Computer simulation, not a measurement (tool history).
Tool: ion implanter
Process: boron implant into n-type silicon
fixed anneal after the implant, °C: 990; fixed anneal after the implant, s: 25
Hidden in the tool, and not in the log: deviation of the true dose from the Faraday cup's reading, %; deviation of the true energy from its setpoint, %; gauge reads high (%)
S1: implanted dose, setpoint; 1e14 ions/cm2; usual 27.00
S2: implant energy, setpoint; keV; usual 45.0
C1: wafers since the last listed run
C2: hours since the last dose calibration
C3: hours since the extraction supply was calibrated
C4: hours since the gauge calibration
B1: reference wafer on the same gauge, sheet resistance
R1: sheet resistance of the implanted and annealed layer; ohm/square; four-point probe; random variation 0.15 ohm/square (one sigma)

{"run": 1, "hour": 0.0, "S1": 27.0, "S2": 45.0, "C1": 0, "C2": 375.8, "C3": 3075.5, "C4": 2215.3, "B1": 66.24, "R1": 61.06}
{"run": 2, "hour": 66.8, "S1": 27.0, "S2": 45.0, "C1": 1381, "C2": 442.6, "C3": 3142.3, "C4": 2282.1, "B1": 66.17, "R1": 61.15}
{"run": 3, "hour": 140.8, "S1": 30.13, "S2": 56.5, "C1": 1530, "C2": 516.6, "C3": 3216.3, "C4": 2356.1, "B1": 66.14, "R1": 55.23}
{"run": 4, "hour": 225.0, "S1": 30.13, "S2": 56.5, "C1": 1741, "C2": 600.8, "C3": 3300.5, "C4": 2440.3, "B1": 66.16, "R1": 55.62}
{"run": 5, "hour": 306.7, "S1": 27.0, "S2": 45.0, "C1": 1689, "C2": 682.5, "C3": 3382.2, "C4": 2522.0, "B1": 66.23, "R1": 61.34}
{"run": 6, "hour": 353.2, "S1": 27.0, "S2": 45.0, "C1": 961, "C2": 729.0, "C3": 3428.7, "C4": 2568.5, "B1": 66.23, "R1": 61.19}
{"run": 7, "hour": 389.3, "S1": 27.0, "S2": 45.0, "C1": 746, "C2": 765.1, "C3": 3464.8, "C4": 2604.6, "B1": 66.23, "R1": 61.2}
{"run": 8, "hour": 454.6, "S1": 29.36, "S2": 45.0, "C1": 1350, "C2": 830.4, "C3": 3530.1, "C4": 2669.9, "B1": 66.15, "R1": 58.21}
{"run": 9, "hour": 558.0, "S1": 29.36, "S2": 45.0, "C1": 2138, "C2": 933.8, "C3": 3633.5, "C4": 2773.3, "B1": 66.25, "R1": 58.37}
{"run": 10, "hour": 659.6, "S1": 27.0, "S2": 45.0, "C1": 2101, "C2": 1035.4, "C3": 3735.1, "C4": 2874.9, "B1": 66.17, "R1": 61.52}
{"run": 11, "hour": 723.9, "S1": 27.0, "S2": 45.0, "C1": 1329, "C2": 1099.7, "C3": 3799.4, "C4": 2939.2, "B1": 66.17, "R1": 61.58}
{"run": 12, "hour": 813.5, "S1": 27.0, "S2": 45.0, "C1": 1853, "C2": 1189.3, "C3": 3889.0, "C4": 3028.8, "B1": 66.24, "R1": 61.52}
{"hour": 870.0, "done": "Faraday cup replaced and dose calibrated"}
{"run": 13, "hour": 883.1, "S1": 27.0, "S2": 45.0, "C1": 1274, "C2": 13.1, "C3": 3958.6, "C4": 3098.4, "B1": 66.24, "R1": 60.58}
{"run": 14, "hour": 952.8, "S1": 27.0, "S2": 45.0, "C1": 1441, "C2": 82.8, "C3": 4028.3, "C4": 3168.1, "B1": 66.18, "R1": 60.97}
{"run": 15, "hour": 1046.6, "S1": 23.15, "S2": 55.0, "C1": 1940, "C2": 176.6, "C3": 4122.1, "C4": 3261.9, "B1": 66.18, "R1": 66.27}
{"run": 16, "hour": 1136.5, "S1": 29.54, "S2": 52.5, "C1": 1859, "C2": 266.5, "C3": 4212.0, "C4": 3351.8, "B1": 66.17, "R1": 56.26}
{"run": 17, "hour": 1184.1, "S1": 27.0, "S2": 37.5, "C1": 984, "C2": 314.1, "C3": 4259.6, "C4": 3399.4, "B1": 66.2, "R1": 63.08}
{"run": 18, "hour": 1244.0, "S1": 20.83, "S2": 55.5, "C1": 1238, "C2": 374.0, "C3": 4319.5, "C4": 3459.3, "B1": 66.32, "R1": 71.32}
{"run": 19, "hour": 1283.5, "S1": 29.36, "S2": 45.0, "C1": 817, "C2": 413.5, "C3": 4359.0, "C4": 3498.8, "B1": 66.22, "R1": 57.74}
{"run": 20, "hour": 1337.8, "S1": 24.89, "S2": 45.0, "C1": 1123, "C2": 467.8, "C3": 4413.3, "C4": 3553.1, "B1": 66.2, "R1": 64.09}
{"run": 21, "hour": 1378.7, "S1": 27.0, "S2": 45.0, "C1": 845, "C2": 508.7, "C3": 4454.2, "C4": 3594.0, "B1": 66.25, "R1": 61.11}
{"run": 22, "hour": 1429.9, "S1": 21.98, "S2": 55.5, "C1": 1059, "C2": 559.9, "C3": 4505.4, "C4": 3645.2, "B1": 66.3, "R1": 68.82}
{"hour": 1486.1, "done": "extraction supply calibrated"}
{"run": 23, "hour": 1535.2, "S1": 23.37, "S2": 38.0, "C1": 2012, "C2": 665.2, "C3": 49.1, "C4": 3750.5, "B1": 66.19, "R1": 68.59}
{"hour": 1548.9, "done": "gauge calibrated"}
{"run": 24, "hour": 1611.4, "S1": 27.0, "S2": 45.0, "C1": 1576, "C2": 741.4, "C3": 125.3, "C4": 62.5, "B1": 66.24, "R1": 61.08}
{"run": 25, "hour": 1698.3, "S1": 29.26, "S2": 36.5, "C1": 1797, "C2": 828.3, "C3": 212.2, "C4": 149.4, "B1": 66.14, "R1": 60.83}
{"run": 26, "hour": 1783.3, "S1": 30.59, "S2": 57.5, "C1": 1758, "C2": 913.3, "C3": 297.2, "C4": 234.4, "B1": 66.17, "R1": 54.78}
{"run": 27, "hour": 1832.3, "S1": 32.37, "S2": 31.5, "C1": 1013, "C2": 962.3, "C3": 346.2, "C4": 283.4, "B1": 66.23, "R1": 60.54}
{"hour": 1876.0, "done": "Faraday cup replaced and dose calibrated"}
{"run": 28, "hour": 1916.2, "S1": 23.04, "S2": 52.5, "C1": 1569, "C2": 40.2, "C3": 430.1, "C4": 367.3, "B1": 66.12, "R1": 66.36}
{"run": 29, "hour": 2009.4, "S1": 21.1, "S2": 40.0, "C1": 1927, "C2": 133.4, "C3": 523.3, "C4": 460.5, "B1": 66.2, "R1": 72.55}
{"run": 30, "hour": 2095.5, "S1": 19.74, "S2": 57.5, "C1": 1780, "C2": 219.5, "C3": 609.4, "C4": 546.6, "B1": 66.15, "R1": 73.84}
{"run": 31, "hour": 2162.6, "S1": 22.3, "S2": 56.0, "C1": 1387, "C2": 286.6, "C3": 676.5, "C4": 613.7, "B1": 66.1, "R1": 68.03}
{"run": 32, "hour": 2248.2, "S1": 27.0, "S2": 45.0, "C1": 1770, "C2": 372.2, "C3": 762.1, "C4": 699.3, "B1": 66.21, "R1": 60.93}
{"run": 33, "hour": 2348.1, "S1": 27.0, "S2": 51.0, "C1": 2066, "C2": 472.1, "C3": 862.0, "C4": 799.2, "B1": 66.18, "R1": 60.19}
{"run": 34, "hour": 2432.3, "S1": 24.5, "S2": 29.5, "C1": 1741, "C2": 556.3, "C3": 946.2, "C4": 883.4, "B1": 66.18, "R1": 70.3}
{"run": 35, "hour": 2499.9, "S1": 27.0, "S2": 45.0, "C1": 1398, "C2": 623.9, "C3": 1013.8, "C4": 951.0, "B1": 66.21, "R1": 61.16}
{"run": 36, "hour": 2659.6, "S1": 27.0, "S2": 45.0, "C1": 3303, "C2": 783.6, "C3": 1173.5, "C4": 1110.7, "B1": 66.26, "R1": 61.04}
{"run": 37, "hour": 2709.1, "S1": 21.34, "S2": 45.0, "C1": 1023, "C2": 833.1, "C3": 1223.0, "C4": 1160.2, "B1": 66.24, "R1": 71.51}

Forecast each of these 4 alternatives for the next run:
{"run": "A", "hour": 2709.5, "S1": 19.66, "S2": 45.0, "C1": 8, "C2": 833.5, "C3": 1223.4, "C4": 1160.6, "B1": "?", "R1": "?"}
{"run": "B", "hour": 2709.5, "S1": 23.64, "S2": 50.0, "C1": 8, "C2": 833.5, "C3": 1223.4, "C4": 1160.6, "B1": "?", "R1": "?"}
{"run": "C", "hour": 2709.5, "S1": 27.0, "S2": 58.0, "C1": 8, "C2": 833.5, "C3": 1223.4, "C4": 1160.6, "B1": "?", "R1": "?"}
{"run": "D", "hour": 2709.5, "S1": 21.05, "S2": 60.0, "C1": 8, "C2": 833.5, "C3": 1223.4, "C4": 1160.6, "B1": "?", "R1": "?"}

run=A B1=66.19 R1=75.98
run=B B1=66.19 R1=66.05
run=C B1=66.19 R1=59.60
run=D B1=66.19 R1=71.06
Without the tool's hidden state the same runs would have given:
run=A R1=75.17
run=B R1=65.38
run=C R1=59.01
run=D R1=70.28
